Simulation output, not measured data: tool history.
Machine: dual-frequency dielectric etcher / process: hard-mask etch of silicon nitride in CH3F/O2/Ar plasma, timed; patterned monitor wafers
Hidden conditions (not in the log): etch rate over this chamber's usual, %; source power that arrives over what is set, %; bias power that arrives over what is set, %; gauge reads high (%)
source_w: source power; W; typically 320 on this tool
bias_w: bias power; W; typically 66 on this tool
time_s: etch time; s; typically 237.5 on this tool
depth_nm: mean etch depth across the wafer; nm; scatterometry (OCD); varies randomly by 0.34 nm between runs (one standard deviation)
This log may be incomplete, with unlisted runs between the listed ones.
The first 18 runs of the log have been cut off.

run   hour  source_w  bias_w  time_s  wafers since the last listed run  hours since the last wet clean  hours since the last source power generator calibration  hours since the last bias power generator calibration  hours since the last upper electrode change  hours since the gauge calibration  read-back reference wafer on the same gauge, depth_nm  depth_nm
 19  611.4       320      66   265.5                               140                           515.7                                                    218.3                                                  171.0                                        112.4                               38.6                                                  172.0     181.2
 20  629.8       320      66   237.5                               134                           534.1                                                    236.7                                                  189.4                                        130.8                               57.0                                                  172.1     162.2
     664.5  -- wet clean of the chamber
 21  665.0       320      66   237.5                                82                             0.5                                                    271.9                                                  224.6                                        166.0                               92.2                                                  172.0     157.2
 22  677.4       360      58   237.5                                90                            12.9                                                    284.3                                                  237.0                                        178.4                              104.6                                                  172.0     159.6
 23  698.8       320      66   237.5                               156                            34.3                                                    305.7                                                  258.4                                        199.8                              126.0                                                  172.2     157.0
 24  712.7       320      54   237.5                               101                            48.2                                                    319.6                                                  272.3                                        213.7                              139.9                                                  172.1     150.5
 25  738.3       320      66   237.5                               187                            73.8                                                    345.2                                                  297.9                                        239.3                              165.5                                                  172.1     157.2
 26  759.2       320      66   182.5                               153                            94.7                                                    366.1                                                  318.8                                        260.2                              186.4                                                  171.9     121.1
 27  791.5       350      66   237.5                               236                           127.0                                                    398.4                                                  351.1                                        292.5                              218.7                                                  172.0     163.7
 28  809.7       320      61   237.5                               133                           145.2                                                    416.6                                                  369.3                                        310.7                              236.9                                                  171.9     155.2
 29  839.6       320      51   278.0                               219                           175.1                                                    446.5                                                  399.2                                        340.6                              266.8                                                  171.9     174.6
 30  856.9       250      66   237.5                               126                           192.4                                                    463.8                                                  416.5                                        357.9                              284.1                                                  172.0     145.0
 31  882.5       380      77   237.5                               187                           218.0                                                    489.4                                                  442.1                                        383.5                              309.7                                                  172.0     174.8

Predict each of these 3 candidate next runs independently; none follows another, all start after run 31:
  A  883.0       320      66   237.5                                 3                           218.5                                                    489.9                                                  442.6                                        384.0                              310.2                                                      ?         ?
  B  883.0       320      82   211.0                                 3                           218.5                                                    489.9                                                  442.6                                        384.0                              310.2                                                      ?         ?
  C  883.0       320      66   183.5                                 3                           218.5                                                    489.9                                                  442.6                                        384.0                              310.2                                                      ?         ?

run  read-back reference wafer on the same gauge, depth_nm  depth_nm
  A                                                  172.1     158.1
  B                                                  172.1     148.3
  C                                                  172.1     122.2
Take away the tool's hidden state, keep each run's random variation, and the runs would have read:
run  depth_nm
  A     158.5
  B     148.6
  C     122.4
